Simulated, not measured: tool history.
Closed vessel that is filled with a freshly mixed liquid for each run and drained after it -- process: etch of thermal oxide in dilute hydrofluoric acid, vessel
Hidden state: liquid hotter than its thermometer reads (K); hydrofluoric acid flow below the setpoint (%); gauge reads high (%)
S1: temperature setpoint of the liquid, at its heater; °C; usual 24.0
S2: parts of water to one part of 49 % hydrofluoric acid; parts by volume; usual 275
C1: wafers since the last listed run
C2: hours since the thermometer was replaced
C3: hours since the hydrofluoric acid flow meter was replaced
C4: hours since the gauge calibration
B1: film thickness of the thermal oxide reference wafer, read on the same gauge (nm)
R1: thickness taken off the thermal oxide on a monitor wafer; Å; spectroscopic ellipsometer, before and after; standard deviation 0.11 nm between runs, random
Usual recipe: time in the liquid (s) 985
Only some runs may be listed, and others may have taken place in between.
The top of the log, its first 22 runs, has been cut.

{"hour": 245.1, "done": "thermometer replaced"}
{"run": 23, "hour": 257.7, "S1": 24.0, "S2": 275, "time in the liquid (s)": 985, "C1": 965, "C2": 12.6, "C3": 102.6, "C4": 380.5, "B1": 119.99, "R1": 147.2}
{"hour": 270.4, "done": "gauge calibrated"}
{"run": 24, "hour": 274.3, "S1": 24.0, "S2": 275, "time in the liquid (s)": 985, "C1": 1033, "C2": 29.2, "C3": 119.2, "C4": 3.9, "B1": 120.0, "R1": 146.7}
{"run": 25, "hour": 282.5, "S1": 24.0, "S2": 275, "time in the liquid (s)": 1570, "C1": 510, "C2": 37.4, "C3": 127.4, "C4": 12.1, "B1": 119.97, "R1": 234.4}
{"run": 26, "hour": 293.1, "S1": 26.0, "S2": 380, "time in the liquid (s)": 420, "C1": 660, "C2": 48.0, "C3": 138.0, "C4": 22.7, "B1": 120.01, "R1": 43.7}
{"run": 27, "hour": 300.9, "S1": 20.0, "S2": 275, "time in the liquid (s)": 985, "C1": 485, "C2": 55.8, "C3": 145.8, "C4": 30.5, "B1": 120.02, "R1": 127.9}
{"run": 28, "hour": 310.5, "S1": 21.0, "S2": 345, "time in the liquid (s)": 450, "C1": 597, "C2": 65.4, "C3": 155.4, "C4": 40.1, "B1": 120.0, "R1": 44.9}
{"run": 29, "hour": 321.1, "S1": 24.0, "S2": 315, "time in the liquid (s)": 985, "C1": 660, "C2": 76.0, "C3": 166.0, "C4": 50.7, "B1": 119.96, "R1": 122.3}
{"run": 30, "hour": 335.5, "S1": 24.0, "S2": 155, "time in the liquid (s)": 1380, "C1": 896, "C2": 90.4, "C3": 180.4, "C4": 65.1, "B1": 120.01, "R1": 415.8}
{"run": 31, "hour": 352.6, "S1": 24.0, "S2": 175, "time in the liquid (s)": 800, "C1": 1065, "C2": 107.5, "C3": 197.5, "C4": 82.2, "B1": 120.02, "R1": 206.4}
{"run": 32, "hour": 359.1, "S1": 24.0, "S2": 155, "time in the liquid (s)": 1380, "C1": 404, "C2": 114.0, "C3": 204.0, "C4": 88.7, "B1": 120.01, "R1": 414.2}
{"run": 33, "hour": 369.1, "S1": 25.5, "S2": 215, "time in the liquid (s)": 505, "C1": 622, "C2": 124.0, "C3": 214.0, "C4": 98.7, "B1": 120.0, "R1": 108.7}

Consider 5 possible next runs. They are alternatives, not a sequence: every one starts from the tool as it was left by run 33. What does each give?
{"run": "A", "hour": 370.0, "S1": 24.0, "S2": 275, "time in the liquid (s)": 985, "C1": 56, "C2": 124.9, "C3": 214.9, "C4": 99.6, "B1": "?", "R1": "?"}
{"run": "B", "hour": 370.0, "S1": 21.5, "S2": 275, "time in the liquid (s)": 985, "C1": 56, "C2": 124.9, "C3": 214.9, "C4": 99.6, "B1": "?", "R1": "?"}
{"run": "C", "hour": 370.0, "S1": 20.5, "S2": 275, "time in the liquid (s)": 985, "C1": 56, "C2": 124.9, "C3": 214.9, "C4": 99.6, "B1": "?", "R1": "?"}
{"run": "D", "hour": 370.0, "S1": 28.0, "S2": 375, "time in the liquid (s)": 1445, "C1": 56, "C2": 124.9, "C3": 214.9, "C4": 99.6, "B1": "?", "R1": "?"}
{"run": "E", "hour": 370.0, "S1": 27.0, "S2": 225, "time in the liquid (s)": 645, "C1": 56, "C2": 124.9, "C3": 214.9, "C4": 99.6, "B1": "?", "R1": "?"}

run=A B1=120.02 R1=146.4
run=B B1=120.02 R1=133.9
run=C B1=120.02 R1=129.1
run=D B1=120.02 R1=162.4
run=E B1=120.02 R1=137.3
Without the tool's hidden state the same runs would have given:
run=A R1=153.7
run=B R1=140.6
run=C R1=135.5
run=D R1=171.2
run=E R1=144.2
